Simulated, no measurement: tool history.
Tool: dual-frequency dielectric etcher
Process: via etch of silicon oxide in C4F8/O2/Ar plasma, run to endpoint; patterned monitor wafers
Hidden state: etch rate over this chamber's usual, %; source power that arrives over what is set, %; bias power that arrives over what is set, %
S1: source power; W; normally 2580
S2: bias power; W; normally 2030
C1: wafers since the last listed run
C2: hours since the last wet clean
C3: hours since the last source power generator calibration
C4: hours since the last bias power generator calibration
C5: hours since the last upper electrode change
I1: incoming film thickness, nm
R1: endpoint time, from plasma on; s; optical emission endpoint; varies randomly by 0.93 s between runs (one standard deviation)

Run 1, hour 0: usual settings but S1 2900 W, S2 2196 W; C1 0; C2 284.7; C3 4321; C4 4324.6; C5 3351.6; I1 1269.5. Result: R1 203.9 s.
Run 2, hour 13.3: usual settings; C1 112; C2 298; C3 4334.3; C4 4337.9; C5 3364.9; I1 1254. Result: R1 226.2 s.
Run 3, hour 39: usual settings but S1 2220 W; C1 217; C2 323.7; C3 4360; C4 4363.6; C5 3390.6; I1 1265.9. Result: R1 248.3 s.
Run 4, hour 59.7: usual settings but S1 2220 W; C1 175; C2 344.4; C3 4380.7; C4 4384.3; C5 3411.3; I1 1271.6. Result: R1 250.7 s.
Run 5, hour 93.2: usual settings; C1 283; C2 377.9; C3 4414.2; C4 4417.8; C5 3444.8; I1 1267. Result: R1 226.8 s.
Run 6, hour 120.2: usual settings; C1 228; C2 404.9; C3 4441.2; C4 4444.8; C5 3471.8; I1 1283.1. Result: R1 231.6 s.
At hour 133.4: bias power generator calibrated.
At hour 161.3: upper electrode replaced.
Run 7, hour 161.8: usual settings; C1 115; C2 446.5; C3 4482.8; C4 28.4; C5 0.5; I1 1263.5. Result: R1 228 s.
Run 8, hour 162.2: usual settings but S1 3080 W, S2 2262 W; C1 3; C2 446.9; C3 4483.2; C4 28.8; C5 0.9; I1 1263.8. Result: R1 193.7 s.
Run 9, hour 174.8: usual settings but S1 3020 W, S2 1760 W; C1 106; C2 459.5; C3 4495.8; C4 41.4; C5 13.5; I1 1262.7. Result: R1 216.3 s.
At hour 181.1: source power generator calibrated.
Run 10, hour 199.1: usual settings but S1 3060 W, S2 1756 W; C1 171; C2 483.8; C3 18; C4 65.7; C5 37.8; I1 1257.9. Result: R1 216 s.
Run 11, hour 212.4: usual settings but S1 2800 W; C1 112; C2 497.1; C3 31.3; C4 79; C5 51.1; I1 1257.8. Result: R1 214 s.
At hour 251.9: wet clean of the chamber.
Run 12, hour 252.4: usual settings; C1 135; C2 0.5; C3 71.3; C4 119; C5 91.1; I1 1269.6. Result: R1 227.4 s.
Run 13, hour 257: usual settings; C1 38; C2 5.1; C3 75.9; C4 123.6; C5 95.7; I1 1273.2. Result: R1 227.5 s.
Run 14, hour 280.3: usual settings; C1 197; C2 28.4; C3 99.2; C4 146.9; C5 119; I1 1269. Result: R1 226.5 s.
Run 15, hour 296.9: usual settings but S1 2390 W, S2 1542 W; C1 140; C2 45; C3 115.8; C4 163.5; C5 135.6; I1 1256.2. Result: R1 265.4 s.
Run 16, hour 321.2: usual settings but S1 2860 W, S2 2182 W; C1 205; C2 69.3; C3 140.1; C4 187.8; C5 159.9; I1 1264.8. Result: R1 205.3 s.
Run 17, hour 348.8: usual settings but S1 2990 W, S2 2202 W; C1 233; C2 96.9; C3 167.7; C4 215.4; C5 187.5; I1 1264.8. Result: R1 200.3 s.
Run 18, hour 370.1: usual settings but S1 2390 W, S2 1606 W; C1 180; C2 118.2; C3 189; C4 236.7; C5 208.8; I1 1263.1. Result: R1 263.1 s.

4 ways to go on from here, each from the tool as it stands after run 18. What would each give?
Run A, hour 370.6: usual settings; C1 4; C2 118.7; C3 189.5; C4 237.2; C5 209.3; I1 1267.9. Result: R1 ?.
Run B, hour 370.6: usual settings but S1 3080 W, S2 2221 W; C1 4; C2 118.7; C3 189.5; C4 237.2; C5 209.3; I1 1267.9. Result: R1 ?.
Run C, hour 370.6: usual settings but S1 3100 W, S2 1586 W; C1 4; C2 118.7; C3 189.5; C4 237.2; C5 209.3; I1 1267.9. Result: R1 ?.
Run D, hour 370.6: usual settings but S1 3080 W, S2 2376 W; C1 4; C2 118.7; C3 189.5; C4 237.2; C5 209.3; I1 1267.9. Result: R1 ?.

run     R1
  A  226.5
  B  196.3
  C  224.7
  D    191
Had the tool no hidden state, the same runs would have come out as:
run     R1
  A  226.5
  B  196.3
  C  224.7
  D    191
